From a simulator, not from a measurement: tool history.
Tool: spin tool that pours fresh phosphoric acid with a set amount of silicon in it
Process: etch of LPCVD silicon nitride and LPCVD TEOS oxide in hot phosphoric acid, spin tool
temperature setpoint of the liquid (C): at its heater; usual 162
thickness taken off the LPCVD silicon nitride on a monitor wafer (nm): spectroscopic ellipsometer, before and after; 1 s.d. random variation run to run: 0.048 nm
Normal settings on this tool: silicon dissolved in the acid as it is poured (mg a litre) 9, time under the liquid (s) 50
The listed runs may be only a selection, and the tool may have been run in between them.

run	hour	temperature setpoint of the liquid (C)	silicon dissolved in the acid as it is poured (mg a litre)	time under the liquid (s)	read-back film thickness of the LPCVD silicon nitride reference wafer, read on the same gauge (nm)	thickness taken off the LPCVD silicon nitride on a monitor wafer (nm)
1	0	162	7	30	89.993	2.798
2	95.5	162	7	30	90.049	2.788
# hour 114.6: gauge calibrated
3	151.1	162	9	50	90.008	4.685
4	201.1	162	9	50	90.026	4.593
5	258.7	162	9	50	90.006	4.786
# hour 295.6: dissolved silicon flow meter replaced
6	312.8	162	9	50	89.996	4.627
7	366.4	159.5	9	50	89.947	4.301
8	429.7	165	4	70	90	7.206
9	671.5	162	5	75	89.948	7.065
# hour 685.8: thermometer replaced
10	737.4	160.5	5.5	50	89.974	4.324
11	1027.6	162	9	50	90.056	4.6
12	1101.2	162	9	50	89.994	4.574
13	1294.3	165	15	70	90.003	7.05
14	1345.9	162	9	50	90.033	4.587
15	1394.2	161	9	50	89.992	4.387
16	1483.7	162	15	40	89.985	3.576
17	1522.2	165	9	50	90.002	5.062
# hour 1562.1: heated supply line repaired
18	1628.8	162	9	75	90.031	7.449
19	1678	162	9	50	90.004	4.89
20	1767.7	164	9	70	90.009	7.393
21	1855.4	162	5	50	90.02	4.979
22	2176.6	159	3.5	80	90.014	7.016
# hour 2180: gauge calibrated
23	2221.7	161	4.5	50	89.96	4.747

3 options for the next run, each taken on its own from the tool as it stands now. Forecast them:
A	2222.1	162	9	50	?	?
B	2222.1	162	7	75	?	?
C	2222.1	162	9	25	?	?

run	read-back film thickness of the LPCVD silicon nitride reference wafer, read on the same gauge (nm)	thickness taken off the LPCVD silicon nitride on a monitor wafer (nm)
A	90.015	4.9
B	90.015	7.351
C	90.015	2.45
Without the tool's unlogged condition, the same runs would have read:
run	thickness taken off the LPCVD silicon nitride on a monitor wafer (nm)
A	4.956
B	7.434
C	2.478
